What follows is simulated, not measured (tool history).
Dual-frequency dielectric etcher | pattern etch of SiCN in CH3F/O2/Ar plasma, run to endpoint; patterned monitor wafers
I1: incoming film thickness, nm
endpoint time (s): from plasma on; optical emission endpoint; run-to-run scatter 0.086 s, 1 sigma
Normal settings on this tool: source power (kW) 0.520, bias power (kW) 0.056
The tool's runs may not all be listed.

run 1 hour=0.0 | source_power_(kW)=0.520 bias_power_(kW)=0.056 | I1=7.03 | endpoint_time_(s)=17.9
run 2 hour=21.7 | source_power_(kW)=0.520 bias_power_(kW)=0.056 | I1=6.98 | endpoint_time_(s)=17.8
run 3 hour=51.2 | source_power_(kW)=0.520 bias_power_(kW)=0.056 | I1=7.05 | endpoint_time_(s)=18.0
run 4 hour=64.6 | source_power_(kW)=0.520 bias_power_(kW)=0.056 | I1=6.98 | endpoint_time_(s)=17.7
run 5 hour=163.9 | source_power_(kW)=0.520 bias_power_(kW)=0.056 | I1=7.05 | endpoint_time_(s)=17.7
run 6 hour=187.6 | source_power_(kW)=0.520 bias_power_(kW)=0.056 | I1=7.04 | endpoint_time_(s)=17.9
run 7 hour=223.4 | source_power_(kW)=0.580 bias_power_(kW)=0.056 | I1=7.02 | endpoint_time_(s)=17.0
-- hour=278.5 wet clean of the chamber
run 8 hour=279.0 | source_power_(kW)=0.580 bias_power_(kW)=0.056 | I1=6.93 | endpoint_time_(s)=18.8
run 9 hour=279.3 | source_power_(kW)=0.520 bias_power_(kW)=0.056 | I1=6.96 | endpoint_time_(s)=19.5
run 10 hour=285.3 | source_power_(kW)=0.520 bias_power_(kW)=0.056 | I1=7.00 | endpoint_time_(s)=19.7
-- hour=359.2 upper electrode replaced
run 11 hour=359.7 | source_power_(kW)=0.480 bias_power_(kW)=0.064 | I1=7.06 | endpoint_time_(s)=19.5
run 12 hour=360.0 | source_power_(kW)=0.580 bias_power_(kW)=0.046 | I1=7.00 | endpoint_time_(s)=20.0
-- hour=383.5 source power generator calibrated
-- hour=396.8 wet clean of the chamber, repeated, since the last time left the tool worse
run 13 hour=397.3 | source_power_(kW)=0.650 bias_power_(kW)=0.065 | I1=7.01 | endpoint_time_(s)=16.2
run 14 hour=401.9 | source_power_(kW)=0.440 bias_power_(kW)=0.061 | I1=7.04 | endpoint_time_(s)=19.1
run 15 hour=415.1 | source_power_(kW)=0.460 bias_power_(kW)=0.065 | I1=7.01 | endpoint_time_(s)=18.3
run 16 hour=429.8 | source_power_(kW)=0.520 bias_power_(kW)=0.056 | I1=7.02 | endpoint_time_(s)=18.5
run 17 hour=445.3 | source_power_(kW)=0.580 bias_power_(kW)=0.046 | I1=6.99 | endpoint_time_(s)=18.6
-- hour=461.7 bias power generator calibrated
run 18 hour=540.8 | source_power_(kW)=0.420 bias_power_(kW)=0.047 | I1=6.97 | endpoint_time_(s)=20.6
run 19 hour=573.8 | source_power_(kW)=0.520 bias_power_(kW)=0.056 | I1=6.98 | endpoint_time_(s)=18.0
run 20 hour=599.7 | source_power_(kW)=0.600 bias_power_(kW)=0.046 | I1=7.02 | endpoint_time_(s)=18.2
run 21 hour=634.6 | source_power_(kW)=0.420 bias_power_(kW)=0.056 | I1=6.99 | endpoint_time_(s)=19.2

Alternative continuations, all from the tool just after run 21; predict every row:
run A hour=635.0 | source_power_(kW)=0.520 bias_power_(kW)=0.056 | I1=7.00 | endpoint_time_(s)=?
run B hour=635.0 | source_power_(kW)=0.590 bias_power_(kW)=0.051 | I1=7.00 | endpoint_time_(s)=?
run C hour=635.0 | source_power_(kW)=0.520 bias_power_(kW)=0.060 | I1=7.00 | endpoint_time_(s)=?
run D hour=635.0 | source_power_(kW)=0.640 bias_power_(kW)=0.047 | I1=7.00 | endpoint_time_(s)=?
run E hour=635.0 | source_power_(kW)=0.390 bias_power_(kW)=0.065 | I1=7.00 | endpoint_time_(s)=?

run=A endpoint_time_(s)=18.0
run=B endpoint_time_(s)=17.7
run=C endpoint_time_(s)=17.6
run=D endpoint_time_(s)=17.6
run=E endpoint_time_(s)=18.9
With the hidden condition removed and each run's random variation left untouched, the same runs would have given:
run=A endpoint_time_(s)=18.2
run=B endpoint_time_(s)=17.9
run=C endpoint_time_(s)=17.9
run=D endpoint_time_(s)=17.8
run=E endpoint_time_(s)=19.2

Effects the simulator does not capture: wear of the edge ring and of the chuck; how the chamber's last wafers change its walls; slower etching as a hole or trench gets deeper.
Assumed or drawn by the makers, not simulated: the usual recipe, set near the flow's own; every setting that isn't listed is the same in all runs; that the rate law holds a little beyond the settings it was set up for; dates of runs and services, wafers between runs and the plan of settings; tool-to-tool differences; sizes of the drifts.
